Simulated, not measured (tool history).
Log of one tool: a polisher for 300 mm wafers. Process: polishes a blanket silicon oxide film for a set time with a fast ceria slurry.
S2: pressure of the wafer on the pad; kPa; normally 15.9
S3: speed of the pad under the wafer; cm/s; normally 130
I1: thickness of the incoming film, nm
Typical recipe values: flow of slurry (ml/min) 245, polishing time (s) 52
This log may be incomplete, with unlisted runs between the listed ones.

Run 1, hour 0: usual settings but polishing time (s) 46; I1 2477.4. Result: film removed (angstrom) 9096.
Run 2, hour 35.6: usual settings but polishing time (s) 46; I1 2488.8. Result: film removed (angstrom) 8709.
Run 3, hour 74.7: usual settings but S3 110 cm/s; I1 2490.5. Result: film removed (angstrom) 8628.
Run 4, hour 99.6: usual settings but S3 110 cm/s; I1 2525.3. Result: film removed (angstrom) 8650.
Run 5, hour 135.4: usual settings but S3 110 cm/s; I1 2482.2. Result: film removed (angstrom) 8464.
Run 6, hour 201: usual settings but flow of slurry (ml/min) 180; I1 2481. Result: film removed (angstrom) 9433.
At hour 214.1: slurry nozzle cleaned.
Run 7, hour 243.3: usual settings; I1 2520.1. Result: film removed (angstrom) 9708.
At hour 281.7: worn pad replaced by a new one.
Run 8, hour 432.9: usual settings; I1 2492.8. Result: film removed (angstrom) 9785.
Run 9, hour 461.4: usual settings but flow of slurry (ml/min) 300; I1 2465.7. Result: film removed (angstrom) 9990.
Run 10, hour 500.6: usual settings but S2 14.5 kPa, polishing time (s) 38; I1 2466.9. Result: film removed (angstrom) 6614.
Run 11, hour 561.4: usual settings but S3 160 cm/s; I1 2510.6. Result: film removed (angstrom) 11905.
Run 12, hour 603: usual settings but S3 160 cm/s; I1 2468.8. Result: film removed (angstrom) 11752.
Run 13, hour 642.9: usual settings but S3 160 cm/s; I1 2489.9. Result: film removed (angstrom) 12141.
Run 14, hour 690.9: usual settings; I1 2450.1. Result: film removed (angstrom) 9947.
Run 15, hour 720.3: usual settings but flow of slurry (ml/min) 325, S2 14.5 kPa, S3 166 cm/s; I1 2482. Result: film removed (angstrom) 11850.
At hour 738.2: worn pad replaced by a new one.
Run 16, hour 745.5: usual settings; I1 2520.3. Result: film removed (angstrom) 9908.
Run 17, hour 782.1: usual settings but flow of slurry (ml/min) 310, S3 96 cm/s, polishing time (s) 69; I1 2461.8. Result: film removed (angstrom) 9733.
Run 18, hour 851.5: usual settings; I1 2519.6. Result: film removed (angstrom) 9676.
Run 19, hour 916.4: usual settings but S2 20.7 kPa, polishing time (s) 36; I1 2481.5. Result: film removed (angstrom) 8346.
Run 20, hour 980.8: usual settings but flow of slurry (ml/min) 320, S3 148 cm/s; I1 2517.3. Result: film removed (angstrom) 11208.
Run 21, hour 1016.2: usual settings but polishing time (s) 70; I1 2462.4. Result: film removed (angstrom) 13035.
At hour 1027.4: slurry nozzle cleaned.
Run 22, hour 1049.6: usual settings but flow of slurry (ml/min) 275; I1 2478.8. Result: film removed (angstrom) 9713.
Run 23, hour 1095.4: usual settings but S2 18.6 kPa, polishing time (s) 69; I1 2488.2. Result: film removed (angstrom) 14406.
Run 24, hour 1135.9: usual settings; I1 2466.2. Result: film removed (angstrom) 9600.
Run 25, hour 1189: usual settings but S3 110 cm/s, polishing time (s) 43; I1 2518.4. Result: film removed (angstrom) 6679.
At hour 1210.1: worn pad replaced by a new one.
At hour 1223.9: head pressure recalibrated.
Run 26, hour 1230.1: usual settings; I1 2481.7. Result: film removed (angstrom) 10454.
Run 27, hour 1289.6: usual settings but flow of slurry (ml/min) 295; I1 2468.6. Result: film removed (angstrom) 10541.
Run 28, hour 1349.5: usual settings but flow of slurry (ml/min) 165, S2 19.3 kPa, S3 142 cm/s, polishing time (s) 64; I1 2472. Result: film removed (angstrom) 15408.
Run 29, hour 1421: usual settings but flow of slurry (ml/min) 305, S2 21.4 kPa, S3 166 cm/s; I1 2471.6. Result: film removed (angstrom) 16839.
Run 30, hour 1445.4: usual settings but flow of slurry (ml/min) 325, S3 164 cm/s; I1 2480. Result: film removed (angstrom) 12919.
Run 31, hour 1494.2: usual settings; I1 2500.3. Result: film removed (angstrom) 10002.
Run 32, hour 1552.5: usual settings but flow of slurry (ml/min) 210; I1 2504.9. Result: film removed (angstrom) 9673.
Run 33, hour 1609.5: usual settings; I1 2543.7. Result: film removed (angstrom) 9850.
Run 34, hour 1640.9: usual settings but polishing time (s) 66; I1 2488.1. Result: film removed (angstrom) 12087.
Run 35, hour 1676.3: usual settings; I1 2440.3. Result: film removed (angstrom) 9631.
At hour 1713.5: worn pad replaced by a new one.
Run 36, hour 1742.2: usual settings; I1 2514.1. Result: film removed (angstrom) 9671.
Run 37, hour 1812.1: usual settings but flow of slurry (ml/min) 310, S2 18.6 kPa, S3 106 cm/s, polishing time (s) 68; I1 2490.8. Result: film removed (angstrom) 11992.
Run 38, hour 1846: usual settings; I1 2486.5. Result: film removed (angstrom) 9432.

What the log doesn't show, run by run:
removal rate lost through wear of the pad, %: 0 in every run
slurry flow missing at the pad, %: 0 in every run
H1: deviation of the head's pressure from its setpoint, %
run     H1
  1  -4.65
  2  -5.16
  3  -5.69
  4     -6
  5  -6.42
  6  -7.11
  7  -7.51
  8  -8.91
  9  -9.08
 10  -9.29
 11  -9.59
 12  -9.77
 13  -9.93
 14  -10.1
 15  -10.2
 16  -10.3
 17  -10.4
 18  -10.6
 19  -10.7
 20  -10.9
 21  -10.9
 22    -11
 23    -11
 24  -11.1
 25  -11.2
 26  -1.74
 27  -3.22
 28  -4.53
 29  -5.89
 30  -6.31
 31  -7.09
 32  -7.92
 33  -8.63
 34  -8.99
 35  -9.37
 36    -10
 37  -10.6
 38  -10.8
